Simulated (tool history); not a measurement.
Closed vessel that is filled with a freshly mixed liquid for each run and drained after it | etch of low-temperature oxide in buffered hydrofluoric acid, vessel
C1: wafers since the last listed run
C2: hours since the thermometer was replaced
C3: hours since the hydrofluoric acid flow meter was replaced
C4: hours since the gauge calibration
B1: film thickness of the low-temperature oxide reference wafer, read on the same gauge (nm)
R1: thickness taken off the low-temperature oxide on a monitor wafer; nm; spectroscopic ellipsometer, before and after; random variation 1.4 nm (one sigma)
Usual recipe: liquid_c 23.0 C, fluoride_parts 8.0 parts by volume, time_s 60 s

run 1 hour=0.0 | liquid_c=23.0 fluoride_parts=8.0 time_s=70 | C1=0 C2=2508.5 C3=1887.9 C4=339.0 | B1=107.99 | R1=238.96
run 2 hour=29.6 | liquid_c=23.0 fluoride_parts=8.0 time_s=70 | C1=1903 C2=2538.1 C3=1917.5 C4=368.6 | B1=107.89 | R1=238.26
run 3 hour=45.8 | liquid_c=23.0 fluoride_parts=8.0 time_s=70 | C1=1041 C2=2554.3 C3=1933.7 C4=384.8 | B1=107.90 | R1=237.49
run 4 hour=86.2 | liquid_c=23.0 fluoride_parts=10.0 time_s=60 | C1=2598 C2=2594.7 C3=1974.1 C4=425.2 | B1=107.83 | R1=167.52
run 5 hour=134.7 | liquid_c=23.0 fluoride_parts=10.0 time_s=60 | C1=3119 C2=2643.2 C3=2022.6 C4=473.7 | B1=107.75 | R1=166.24
run 6 hour=164.7 | liquid_c=26.0 fluoride_parts=8.0 time_s=60 | C1=1929 C2=2673.2 C3=2052.6 C4=503.7 | B1=107.73 | R1=238.95
run 7 hour=179.6 | liquid_c=23.0 fluoride_parts=8.0 time_s=50 | C1=958 C2=2688.1 C3=2067.5 C4=518.6 | B1=107.71 | R1=168.60
-- hour=192.8 gauge calibrated
run 8 hour=195.6 | liquid_c=23.0 fluoride_parts=8.0 time_s=60 | C1=1029 C2=2704.1 C3=2083.5 C4=2.8 | B1=109.91 | R1=209.01
run 9 hour=210.8 | liquid_c=23.0 fluoride_parts=8.0 time_s=60 | C1=977 C2=2719.3 C3=2098.7 C4=18.0 | B1=109.70 | R1=206.62
run 10 hour=227.7 | liquid_c=23.0 fluoride_parts=8.0 time_s=60 | C1=1086 C2=2736.2 C3=2115.6 C4=34.9 | B1=109.52 | R1=207.73
run 11 hour=250.1 | liquid_c=23.0 fluoride_parts=8.0 time_s=60 | C1=1440 C2=2758.6 C3=2138.0 C4=57.3 | B1=109.24 | R1=204.27
run 12 hour=272.0 | liquid_c=23.0 fluoride_parts=8.0 time_s=40 | C1=1408 C2=2780.5 C3=2159.9 C4=79.2 | B1=109.06 | R1=138.76
-- hour=300.9 thermometer replaced
run 13 hour=301.4 | liquid_c=23.0 fluoride_parts=8.0 time_s=40 | C1=1826 C2=0.5 C3=2189.3 C4=108.6 | B1=108.79 | R1=136.85
run 14 hour=313.9 | liquid_c=23.0 fluoride_parts=9.5 time_s=60 | C1=803 C2=13.0 C3=2201.8 C4=121.1 | B1=108.66 | R1=173.03
run 15 hour=331.8 | liquid_c=23.0 fluoride_parts=5.0 time_s=85 | C1=1151 C2=30.9 C3=2219.7 C4=139.0 | B1=108.57 | R1=443.21
run 16 hour=360.3 | liquid_c=24.5 fluoride_parts=11.0 time_s=60 | C1=1833 C2=59.4 C3=2248.2 C4=167.5 | B1=108.39 | R1=166.07
run 17 hour=374.3 | liquid_c=23.0 fluoride_parts=8.0 time_s=95 | C1=900 C2=73.4 C3=2262.2 C4=181.5 | B1=108.34 | R1=326.36
run 18 hour=400.6 | liquid_c=23.0 fluoride_parts=11.0 time_s=60 | C1=1691 C2=99.7 C3=2288.5 C4=207.8 | B1=108.18 | R1=154.87
run 19 hour=429.5 | liquid_c=23.0 fluoride_parts=7.0 time_s=40 | C1=1858 C2=128.6 C3=2317.4 C4=236.7 | B1=108.06 | R1=156.21
-- hour=449.9 hydrofluoric acid flow meter replaced
run 20 hour=460.3 | liquid_c=20.5 fluoride_parts=9.5 time_s=50 | C1=1916 C2=159.4 C3=10.4 C4=267.5 | B1=107.95 | R1=126.02
run 21 hour=483.6 | liquid_c=23.0 fluoride_parts=8.0 time_s=60 | C1=1498 C2=182.7 C3=33.7 C4=290.8 | B1=107.87 | R1=201.88
run 22 hour=511.5 | liquid_c=23.0 fluoride_parts=6.0 time_s=60 | C1=1794 C2=210.6 C3=61.6 C4=318.7 | B1=107.76 | R1=269.85
run 23 hour=544.5 | liquid_c=23.0 fluoride_parts=8.0 time_s=60 | C1=2122 C2=243.6 C3=94.6 C4=351.7 | B1=107.70 | R1=203.03
run 24 hour=559.8 | liquid_c=23.0 fluoride_parts=8.0 time_s=85 | C1=984 C2=258.9 C3=109.9 C4=367.0 | B1=107.67 | R1=288.72
run 25 hour=579.9 | liquid_c=21.5 fluoride_parts=8.0 time_s=60 | C1=1292 C2=279.0 C3=130.0 C4=387.1 | B1=107.62 | R1=187.22
run 26 hour=596.4 | liquid_c=23.0 fluoride_parts=8.0 time_s=60 | C1=1061 C2=295.5 C3=146.5 C4=403.6 | B1=107.58 | R1=203.43
run 27 hour=620.2 | liquid_c=26.0 fluoride_parts=8.0 time_s=90 | C1=1530 C2=319.3 C3=170.3 C4=427.4 | B1=107.53 | R1=358.90

Below are 5 alternative next runs, each starting from the tool's condition after run 27. Predict each:
run A hour=620.9 | liquid_c=23.0 fluoride_parts=8.0 time_s=75 | C1=45 C2=320.0 C3=171.0 C4=428.1 | B1=? | R1=?
run B hour=620.9 | liquid_c=21.5 fluoride_parts=9.0 time_s=80 | C1=45 C2=320.0 C3=171.0 C4=428.1 | B1=? | R1=?
run C hour=620.9 | liquid_c=19.0 fluoride_parts=9.5 time_s=90 | C1=45 C2=320.0 C3=171.0 C4=428.1 | B1=? | R1=?
run D hour=620.9 | liquid_c=18.0 fluoride_parts=8.0 time_s=30 | C1=45 C2=320.0 C3=171.0 C4=428.1 | B1=? | R1=?
run E hour=620.9 | liquid_c=27.0 fluoride_parts=9.5 time_s=40 | C1=45 C2=320.0 C3=171.0 C4=428.1 | B1=? | R1=?

run=A B1=107.57 R1=253.78
run=B B1=107.57 R1=219.32
run=C B1=107.57 R1=207.39
run=D B1=107.57 R1=76.81
run=E B1=107.57 R1=142.98
Take away the tool's hidden state, keep each run's random variation, and the runs would have read:
run=A R1=259.51
run=B R1=224.27
run=C R1=212.07
run=D R1=78.55
run=E R1=146.21

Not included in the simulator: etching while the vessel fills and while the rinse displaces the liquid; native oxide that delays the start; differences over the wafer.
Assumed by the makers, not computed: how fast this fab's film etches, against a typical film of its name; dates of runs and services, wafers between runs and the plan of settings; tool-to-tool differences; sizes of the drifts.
